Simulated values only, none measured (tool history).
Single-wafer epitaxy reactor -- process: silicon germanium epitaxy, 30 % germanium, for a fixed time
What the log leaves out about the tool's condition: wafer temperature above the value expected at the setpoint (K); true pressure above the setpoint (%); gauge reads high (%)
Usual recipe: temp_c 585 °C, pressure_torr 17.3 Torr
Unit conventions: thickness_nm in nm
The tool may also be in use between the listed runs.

| run | hour | temp_c | pressure_torr | wafers since the last listed run | hours since the last pyrometer calibration | hours since the last manometer calibration | hours since the showerhead was replaced | hours since the gauge calibration | read-back reference wafer on the same gauge, thickness_nm | thickness_nm |
|---|---|---|---|---|---|---|---|---|---|---|
| 1 | 0.0 | 585 | 17.3 | 0 | 947.5 | 2312.9 | 7116.3 | 117.3 | 49.742 | 45.602 |
| 2 | 46.8 | 585 | 17.3 | 808 | 994.3 | 2359.7 | 7163.1 | 164.1 | 49.669 | 45.613 |
| 3 | 60.0 | 585 | 17.3 | 227 | 1007.5 | 2372.9 | 7176.3 | 177.3 | 49.771 | 45.873 |
| 4 | 67.6 | 585 | 17.3 | 131 | 1015.1 | 2380.5 | 7183.9 | 184.9 | 49.667 | 45.516 |
| 5 | 97.0 | 585 | 17.3 | 507 | 1044.5 | 2409.9 | 7213.3 | 214.3 | 49.723 | 45.636 |
| 6 | 110.8 | 585 | 17.3 | 238 | 1058.3 | 2423.7 | 7227.1 | 228.1 | 49.723 | 45.567 |
| 7 | 124.0 | 585 | 17.3 | 227 | 1071.5 | 2436.9 | 7240.3 | 241.3 | 49.721 | 45.771 |
| 8 | 135.1 | 592 | 14.7 | 191 | 1082.6 | 2448.0 | 7251.4 | 252.4 | 49.675 | 46.747 |
| 9 | 142.7 | 592 | 14.7 | 131 | 1090.2 | 2455.6 | 7259.0 | 260.0 | 49.707 | 46.746 |
|  | 153.1 | capacitance manometer re-zeroed and calibrated |
| 10 | 153.5 | 592 | 14.7 | 48 | 1101.0 | 0.4 | 7269.8 | 270.8 | 49.763 | 46.814 |
| 11 | 167.7 | 585 | 17.3 | 245 | 1115.2 | 14.6 | 7284.0 | 285.0 | 49.691 | 45.594 |
|  | 176.2 | gauge calibrated |
| 12 | 182.1 | 585 | 17.3 | 248 | 1129.6 | 29.0 | 7298.4 | 5.9 | 49.707 | 45.292 |
| 13 | 195.3 | 585 | 17.3 | 227 | 1142.8 | 42.2 | 7311.6 | 19.1 | 49.685 | 45.724 |
| 14 | 207.7 | 579 | 15.9 | 214 | 1155.2 | 54.6 | 7324.0 | 31.5 | 49.691 | 39.567 |
| 15 | 224.6 | 572 | 19.2 | 291 | 1172.1 | 71.5 | 7340.9 | 48.4 | 49.718 | 38.696 |
|  | 239.3 | showerhead replaced |
| 16 | 241.2 | 591 | 21.6 | 148 | 1188.7 | 88.1 | 1.9 | 65.0 | 49.698 | 57.110 |
| 17 | 250.2 | 580 | 20.8 | 155 | 1197.7 | 97.1 | 10.9 | 74.0 | 49.670 | 46.689 |
| 18 | 264.1 | 585 | 17.3 | 240 | 1211.6 | 111.0 | 24.8 | 87.9 | 49.658 | 45.665 |
| 19 | 272.5 | 585 | 17.3 | 145 | 1220.0 | 119.4 | 33.2 | 96.3 | 49.698 | 45.748 |
|  | 285.7 | pyrometer calibrated |
| 20 | 286.2 | 585 | 17.3 | 98 | 0.5 | 133.1 | 46.9 | 110.0 | 49.749 | 45.639 |
| 21 | 291.9 | 595 | 13.6 | 98 | 6.2 | 138.8 | 52.6 | 115.7 | 49.680 | 46.924 |
| 22 | 307.3 | 585 | 17.3 | 265 | 21.6 | 154.2 | 68.0 | 131.1 | 49.706 | 45.654 |
| 23 | 323.1 | 571 | 19.6 | 272 | 37.4 | 170.0 | 83.8 | 146.9 | 49.703 | 38.595 |
| 24 | 333.0 | 579 | 14.7 | 170 | 47.3 | 179.9 | 93.7 | 156.8 | 49.726 | 37.480 |
| 25 | 350.4 | 580 | 18.6 | 300 | 64.7 | 197.3 | 111.1 | 174.2 | 49.757 | 43.747 |
| 26 | 367.0 | 576 | 14.9 | 286 | 81.3 | 213.9 | 127.7 | 190.8 | 49.726 | 36.072 |
| 27 | 378.0 | 595 | 17.3 | 189 | 92.3 | 224.9 | 138.7 | 201.8 | 49.674 | 53.811 |

Give the tool's hidden conditions for every run:
wafer temperature above the value expected at the setpoint (K): 0 at every run
true pressure above the setpoint (%): 0 at every run
gauge reads high (%): 0 at every run
